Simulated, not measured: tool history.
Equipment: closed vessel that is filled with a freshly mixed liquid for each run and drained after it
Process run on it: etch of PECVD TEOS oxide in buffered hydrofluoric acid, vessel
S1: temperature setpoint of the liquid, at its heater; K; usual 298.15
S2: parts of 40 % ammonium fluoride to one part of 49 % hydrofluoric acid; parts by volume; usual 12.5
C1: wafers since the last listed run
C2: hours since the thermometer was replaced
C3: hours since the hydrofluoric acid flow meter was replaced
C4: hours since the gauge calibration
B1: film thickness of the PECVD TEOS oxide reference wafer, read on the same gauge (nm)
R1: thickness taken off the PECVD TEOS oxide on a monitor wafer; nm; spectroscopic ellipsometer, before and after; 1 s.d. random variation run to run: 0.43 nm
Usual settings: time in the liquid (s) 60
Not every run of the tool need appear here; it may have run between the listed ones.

{"run": 1, "hour": 0.0, "S1": 298.15, "S2": 15, "time in the liquid (s)": 60, "C1": 0, "C2": 2200.9, "C3": 765.6, "C4": 1000, "B1": 83.18, "R1": 92.86}
{"hour": 14.3, "done": "thermometer replaced"}
{"run": 2, "hour": 18.1, "S1": 298.15, "S2": 15, "time in the liquid (s)": 60, "C1": 1699, "C2": 3.8, "C3": 783.7, "C4": 1018.1, "B1": 83.15, "R1": 92.41}
{"run": 3, "hour": 41.6, "S1": 296.15, "S2": 15, "time in the liquid (s)": 60, "C1": 2335, "C2": 27.3, "C3": 807.2, "C4": 1041.6, "B1": 83.17, "R1": 83.48}
{"run": 4, "hour": 67.7, "S1": 296.15, "S2": 15, "time in the liquid (s)": 60, "C1": 2593, "C2": 53.4, "C3": 833.3, "C4": 1067.7, "B1": 83.2, "R1": 83.02}
{"hour": 70.3, "done": "gauge calibrated"}
{"run": 5, "hour": 80.5, "S1": 296.15, "S2": 15, "time in the liquid (s)": 60, "C1": 1271, "C2": 66.2, "C3": 846.1, "C4": 10.2, "B1": 80.09, "R1": 80.81}
{"run": 6, "hour": 106.0, "S1": 298.15, "S2": 11.5, "time in the liquid (s)": 35, "C1": 2533, "C2": 91.7, "C3": 871.6, "C4": 35.7, "B1": 80.35, "R1": 67.79}
{"run": 7, "hour": 126.1, "S1": 298.15, "S2": 12.5, "time in the liquid (s)": 80, "C1": 1997, "C2": 111.8, "C3": 891.7, "C4": 55.8, "B1": 80.54, "R1": 143.07}
{"run": 8, "hour": 157.8, "S1": 298.15, "S2": 12.5, "time in the liquid (s)": 60, "C1": 3149, "C2": 143.5, "C3": 923.4, "C4": 87.5, "B1": 80.8, "R1": 107.12}
{"run": 9, "hour": 178.1, "S1": 301.65, "S2": 12.5, "time in the liquid (s)": 60, "C1": 2017, "C2": 163.8, "C3": 943.7, "C4": 107.8, "B1": 80.92, "R1": 130.25}
{"run": 10, "hour": 196.5, "S1": 298.15, "S2": 12.5, "time in the liquid (s)": 60, "C1": 1828, "C2": 182.2, "C3": 962.1, "C4": 126.2, "B1": 81.06, "R1": 108.46}
{"run": 11, "hour": 225.6, "S1": 298.15, "S2": 12.5, "time in the liquid (s)": 70, "C1": 2891, "C2": 211.3, "C3": 991.2, "C4": 155.3, "B1": 81.27, "R1": 126.43}
{"run": 12, "hour": 245.9, "S1": 295.65, "S2": 10.5, "time in the liquid (s)": 80, "C1": 2017, "C2": 231.6, "C3": 1011.5, "C4": 175.6, "B1": 81.37, "R1": 149.95}
{"run": 13, "hour": 262.3, "S1": 298.15, "S2": 12.5, "time in the liquid (s)": 60, "C1": 1629, "C2": 248, "C3": 1027.9, "C4": 192, "B1": 81.5, "R1": 108.9}
{"hour": 287.9, "done": "hydrofluoric acid flow meter replaced"}
{"run": 14, "hour": 297.7, "S1": 302.65, "S2": 12.5, "time in the liquid (s)": 45, "C1": 3418, "C2": 283.4, "C3": 9.8, "C4": 227.4, "B1": 81.68, "R1": 103.83}
{"run": 15, "hour": 316.0, "S1": 303.15, "S2": 15, "time in the liquid (s)": 60, "C1": 1818, "C2": 301.7, "C3": 28.1, "C4": 245.7, "B1": 81.77, "R1": 119.17}
{"run": 16, "hour": 330.8, "S1": 302.15, "S2": 12.5, "time in the liquid (s)": 90, "C1": 1470, "C2": 316.5, "C3": 42.9, "C4": 260.5, "B1": 81.85, "R1": 202.47}
{"run": 17, "hour": 359.2, "S1": 300.65, "S2": 12.5, "time in the liquid (s)": 30, "C1": 2822, "C2": 344.9, "C3": 71.3, "C4": 288.9, "B1": 81.95, "R1": 62.73}
{"run": 18, "hour": 393.5, "S1": 298.15, "S2": 14.5, "time in the liquid (s)": 90, "C1": 3408, "C2": 379.2, "C3": 105.6, "C4": 323.2, "B1": 82.15, "R1": 141.38}
{"run": 19, "hour": 425.8, "S1": 300.65, "S2": 12.5, "time in the liquid (s)": 30, "C1": 3209, "C2": 411.5, "C3": 137.9, "C4": 355.5, "B1": 82.25, "R1": 62.87}
{"run": 20, "hour": 451.8, "S1": 301.65, "S2": 7.5, "time in the liquid (s)": 75, "C1": 2583, "C2": 437.5, "C3": 163.9, "C4": 381.5, "B1": 82.34, "R1": 268.23}
{"run": 21, "hour": 480.3, "S1": 299.65, "S2": 12.5, "time in the liquid (s)": 60, "C1": 2832, "C2": 466, "C3": 192.4, "C4": 410, "B1": 82.42, "R1": 119.65}
{"run": 22, "hour": 542.7, "S1": 298.15, "S2": 17, "time in the liquid (s)": 80, "C1": 6200, "C2": 528.4, "C3": 254.8, "C4": 472.4, "B1": 82.59, "R1": 109.02}
{"run": 23, "hour": 571.0, "S1": 293.65, "S2": 12.5, "time in the liquid (s)": 75, "C1": 2812, "C2": 556.7, "C3": 283.1, "C4": 500.7, "B1": 82.67, "R1": 108.2}
{"run": 24, "hour": 601.4, "S1": 298.15, "S2": 12.5, "time in the liquid (s)": 60, "C1": 3020, "C2": 587.1, "C3": 313.5, "C4": 531.1, "B1": 82.76, "R1": 110.91}
{"run": 25, "hour": 669.2, "S1": 298.15, "S2": 8, "time in the liquid (s)": 60, "C1": 6737, "C2": 654.9, "C3": 381.3, "C4": 598.9, "B1": 82.88, "R1": 166.59}
{"run": 26, "hour": 684.6, "S1": 293.15, "S2": 14, "time in the liquid (s)": 60, "C1": 1530, "C2": 670.3, "C3": 396.7, "C4": 614.3, "B1": 82.9, "R1": 75.54}
{"run": 27, "hour": 709.2, "S1": 298.15, "S2": 12.5, "time in the liquid (s)": 60, "C1": 2444, "C2": 694.9, "C3": 421.3, "C4": 638.9, "B1": 82.98, "R1": 110.66}
{"run": 28, "hour": 721.3, "S1": 298.15, "S2": 9, "time in the liquid (s)": 60, "C1": 1202, "C2": 707, "C3": 433.4, "C4": 651, "B1": 82.98, "R1": 147.56}
{"run": 29, "hour": 741.2, "S1": 302.65, "S2": 12.5, "time in the liquid (s)": 60, "C1": 1977, "C2": 726.9, "C3": 453.3, "C4": 670.9, "B1": 83.03, "R1": 140.99}
{"run": 30, "hour": 767.3, "S1": 295.15, "S2": 12.5, "time in the liquid (s)": 35, "C1": 2593, "C2": 753, "C3": 479.4, "C4": 697, "B1": 83.04, "R1": 54.86}
{"run": 31, "hour": 841.1, "S1": 301.65, "S2": 14, "time in the liquid (s)": 30, "C1": 7333, "C2": 826.8, "C3": 553.2, "C4": 770.8, "B1": 83.16, "R1": 60.03}
{"run": 32, "hour": 857.9, "S1": 295.15, "S2": 17, "time in the liquid (s)": 60, "C1": 1669, "C2": 843.6, "C3": 570, "C4": 787.6, "B1": 83.19, "R1": 69.82}

What if the next run were any one of these 5? Each begins from the tool's condition after run 32:
{"run": "A", "hour": 858.6, "S1": 298.15, "S2": 12.5, "time in the liquid (s)": 60, "C1": 69, "C2": 844.3, "C3": 570.7, "C4": 788.3, "B1": "?", "R1": "?"}
{"run": "B", "hour": 858.6, "S1": 296.15, "S2": 10.5, "time in the liquid (s)": 70, "C1": 69, "C2": 844.3, "C3": 570.7, "C4": 788.3, "B1": "?", "R1": "?"}
{"run": "C", "hour": 858.6, "S1": 298.15, "S2": 15.5, "time in the liquid (s)": 95, "C1": 69, "C2": 844.3, "C3": 570.7, "C4": 788.3, "B1": "?", "R1": "?"}
{"run": "D", "hour": 858.6, "S1": 296.65, "S2": 7.5, "time in the liquid (s)": 40, "C1": 69, "C2": 844.3, "C3": 570.7, "C4": 788.3, "B1": "?", "R1": "?"}
{"run": "E", "hour": 858.6, "S1": 302.15, "S2": 12.5, "time in the liquid (s)": 75, "C1": 69, "C2": 844.3, "C3": 570.7, "C4": 788.3, "B1": "?", "R1": "?"}

run=A B1=83.17 R1=110.89
run=B B1=83.17 R1=137.52
run=C B1=83.17 R1=142.18
run=D B1=83.17 R1=110.26
run=E B1=83.17 R1=171.7
With the hidden condition removed and each run's random variation left untouched, the same runs would have given:
run=A R1=106.67
run=B R1=132.28
run=C R1=136.77
run=D R1=106.06
run=E R1=165.16

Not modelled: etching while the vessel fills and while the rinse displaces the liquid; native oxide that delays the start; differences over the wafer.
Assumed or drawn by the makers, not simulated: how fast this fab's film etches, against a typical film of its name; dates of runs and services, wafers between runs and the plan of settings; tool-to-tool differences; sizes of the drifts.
